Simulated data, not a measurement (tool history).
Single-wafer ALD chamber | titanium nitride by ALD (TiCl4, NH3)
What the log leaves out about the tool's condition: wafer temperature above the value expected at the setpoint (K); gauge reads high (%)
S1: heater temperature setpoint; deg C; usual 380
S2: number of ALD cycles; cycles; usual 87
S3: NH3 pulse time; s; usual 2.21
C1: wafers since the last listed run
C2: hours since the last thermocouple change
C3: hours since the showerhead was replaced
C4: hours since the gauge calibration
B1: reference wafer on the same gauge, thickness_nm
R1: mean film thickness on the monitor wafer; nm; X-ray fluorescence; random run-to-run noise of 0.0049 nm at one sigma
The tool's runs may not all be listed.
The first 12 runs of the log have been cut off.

-- hour=366.8 thermocouple changed; heater temperature recalibrated
run 13 hour=425.1 | S1=380 S2=87 S3=2.21 | C1=311 C2=58.3 C3=4846.1 C4=524.2 | B1=1.723 | R1=1.97
run 14 hour=441 | S1=380 S2=87 S3=2.21 | C1=59 C2=74.2 C3=4862 C4=540.1 | B1=1.726 | R1=1.977
-- hour=455.9 showerhead replaced
run 15 hour=457.6 | S1=380 S2=87 S3=2.21 | C1=32 C2=90.8 C3=1.7 C4=556.7 | B1=1.727 | R1=1.972
run 16 hour=471.8 | S1=380 S2=87 S3=2.21 | C1=53 C2=105 C3=15.9 C4=570.9 | B1=1.727 | R1=1.977
run 17 hour=486.8 | S1=380 S2=87 S3=2.21 | C1=56 C2=120 C3=30.9 C4=585.9 | B1=1.726 | R1=1.981
run 18 hour=510.1 | S1=371 S2=87 S3=2.84 | C1=87 C2=143.3 C3=54.2 C4=609.2 | B1=1.727 | R1=1.988
run 19 hour=554 | S1=368 S2=96 S3=2.6 | C1=165 C2=187.2 C3=98.1 C4=653.1 | B1=1.729 | R1=2.171
run 20 hour=584.6 | S1=380 S2=87 S3=2.21 | C1=115 C2=217.8 C3=128.7 C4=683.7 | B1=1.732 | R1=1.982
run 21 hour=599.8 | S1=380 S2=87 S3=2.21 | C1=57 C2=233 C3=143.9 C4=698.9 | B1=1.734 | R1=1.99
-- hour=622.5 gauge calibrated
run 22 hour=630.8 | S1=380 S2=87 S3=2.21 | C1=116 C2=264 C3=174.9 C4=8.3 | B1=1.709 | R1=1.959
run 23 hour=648.3 | S1=380 S2=87 S3=2.21 | C1=65 C2=281.5 C3=192.4 C4=25.8 | B1=1.709 | R1=1.957
run 24 hour=668.2 | S1=370 S2=87 S3=2.52 | C1=74 C2=301.4 C3=212.3 C4=45.7 | B1=1.71 | R1=1.944
run 25 hour=702.4 | S1=368 S2=94 S3=2.21 | C1=128 C2=335.6 C3=246.5 C4=79.9 | B1=1.71 | R1=2.091
run 26 hour=716.4 | S1=389 S2=82 S3=2.7 | C1=52 C2=349.6 C3=260.5 C4=93.9 | B1=1.71 | R1=1.881
run 27 hour=730.1 | S1=391 S2=76 S3=2.21 | C1=51 C2=363.3 C3=274.2 C4=107.6 | B1=1.71 | R1=1.725
run 28 hour=754.7 | S1=380 S2=87 S3=2.21 | C1=92 C2=387.9 C3=298.8 C4=132.2 | B1=1.71 | R1=1.958
run 29 hour=777.9 | S1=380 S2=98 S3=1.52 | C1=87 C2=411.1 C3=322 C4=155.4 | B1=1.711 | R1=2.159
run 30 hour=798.5 | S1=380 S2=75 S3=1.36 | C1=77 C2=431.7 C3=342.6 C4=176 | B1=1.711 | R1=1.628
run 31 hour=814.6 | S1=374 S2=80 S3=2.21 | C1=60 C2=447.8 C3=358.7 C4=192.1 | B1=1.711 | R1=1.797
run 32 hour=849.4 | S1=380 S2=82 S3=2.21 | C1=130 C2=482.6 C3=393.5 C4=226.9 | B1=1.711 | R1=1.846
run 33 hour=865.4 | S1=393 S2=82 S3=1.65 | C1=60 C2=498.6 C3=409.5 C4=242.9 | B1=1.713 | R1=1.829

Run 34 is up next; what results do you expect?
run 34 hour=895.4 | S1=380 S2=87 S3=2.21 | C1=112 C2=528.6 C3=439.5 C4=272.9 | B1=? | R1=?

Run 34 gave B1 1.712, R1 1.966 nm.
Had the tool carried no hidden state, the very same run would have given R1 1.963 nm.

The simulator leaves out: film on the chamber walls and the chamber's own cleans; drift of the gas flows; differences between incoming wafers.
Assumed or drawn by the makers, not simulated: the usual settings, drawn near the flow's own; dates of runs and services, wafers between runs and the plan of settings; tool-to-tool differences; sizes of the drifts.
